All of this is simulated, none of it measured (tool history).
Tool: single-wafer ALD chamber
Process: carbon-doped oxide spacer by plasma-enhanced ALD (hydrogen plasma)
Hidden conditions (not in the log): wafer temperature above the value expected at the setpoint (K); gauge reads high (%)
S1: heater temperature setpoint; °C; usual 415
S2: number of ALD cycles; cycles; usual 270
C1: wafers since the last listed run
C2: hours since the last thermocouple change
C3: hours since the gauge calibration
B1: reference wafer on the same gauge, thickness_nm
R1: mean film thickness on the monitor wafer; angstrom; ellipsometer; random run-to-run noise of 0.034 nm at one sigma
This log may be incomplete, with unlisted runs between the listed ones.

run,hour,S1,S2,C1,C2,C3,B1,R1
1,0,415,270,0,1147.1,662.9,10.592,119.63
2,87.4,415,270,110,1234.5,750.3,10.602,120.27
3,191.3,415,270,131,1338.4,854.2,10.605,119.38
4,268.6,415,270,98,1415.7,931.5,10.603,119.45
5,336,415,270,85,1483.1,998.9,10.597,118.39
6,429.2,415,270,118,1576.3,1092.1,10.6,118.89
7,497.2,415,270,86,1644.3,1160.1,10.596,119.36
8,574.5,415,270,98,1721.6,1237.4,10.605,119.08
# hour 642.2: thermocouple changed; heater temperature recalibrated
9,682.1,415,270,126,39.9,1345,10.594,120.55
10,728.5,415,270,58,86.3,1391.4,10.6,119.92
11,820.5,415,270,116,178.3,1483.4,10.599,120.87
12,920.5,415,270,126,278.3,1583.4,10.6,120.2
13,1013.3,415,270,117,371.1,1676.2,10.592,120.3
14,1112.4,415,270,125,470.2,1775.3,10.601,120.43
15,1158.1,406,240,57,515.9,1821,10.605,108.83
16,1250.2,406,240,116,608,1913.1,10.59,108.96
17,1305.6,406,240,70,663.4,1968.5,10.602,109.53
18,1387.6,415,270,104,745.4,2050.5,10.608,119.85
19,1427.9,415,270,51,785.7,2090.8,10.598,119.6
20,1491.1,415,270,80,848.9,2154,10.599,119.13
21,1565.9,415,270,94,923.7,2228.8,10.595,119.95
22,1729.5,407,270,207,1087.3,2392.4,10.597,122.53
23,1815.7,415,270,109,1173.5,2478.6,10.604,119.3
24,1863.8,428,319,61,1221.6,2526.7,10.606,135.62
25,1931.1,408,249,85,1288.9,2594,10.595,111.87
26,1990.8,422,303,75,1348.6,2653.7,10.608,131.09
27,2077.2,419,251,109,1435,2740.1,10.602,109.79
28,2135.3,402,238,73,1493.1,2798.2,10.596,109.62
# hour 2239.9: gauge calibrated
29,2240.6,420,270,133,1598.4,0.7,10.592,117.23
30,2276.8,410,253,45,1634.6,36.9,10.606,112.9
31,2323.6,415,236,59,1681.4,83.7,10.594,103.63
# hour 2379: thermocouple changed; heater temperature recalibrated
32,2415.6,415,270,106,36.6,175.7,10.598,120.7
33,2518.9,422,320,131,139.9,279,10.596,139.44
34,2623.4,428,309,132,244.4,383.5,10.595,132.55
35,2683,426,270,75,304,443.1,10.609,116.39
36,2754.7,415,270,90,375.7,514.8,10.594,119.88
37,2832.2,415,270,98,453.2,592.3,10.603,119.57
38,2914,415,270,103,535,674.1,10.605,119.61
39,3002.3,415,311,112,623.3,762.4,10.606,138.02
40,3050.9,424,286,61,671.9,811,10.591,123.02
41,3115.3,422,235,81,736.3,875.4,10.604,102.11

Hidden state at the last listed run before each entry between runs and at the first one after, where it differs:
Run 8 -> run 9: thermocouple changed; heater temperature recalibrated (hour 642.2)
  wafer temperature above the value expected at the setpoint (K): 4.42 -> -0.0938
  measured result minus the result with no hidden state, R1: -1.52 -> +0.03 angstrom
Run 28 -> run 29: gauge calibrated (hour 2239.9)
  wafer temperature above the value expected at the setpoint (K): 4.2 -> 4.51
  measured result minus the result with no hidden state, R1: -1.27 -> -1.55 angstrom
Run 31 -> run 32: thermocouple changed; heater temperature recalibrated (hour 2379)
  wafer temperature above the value expected at the setpoint (K): 4.75 -> 0.624
  measured result minus the result with no hidden state, R1: -1.42 -> -0.21 angstrom
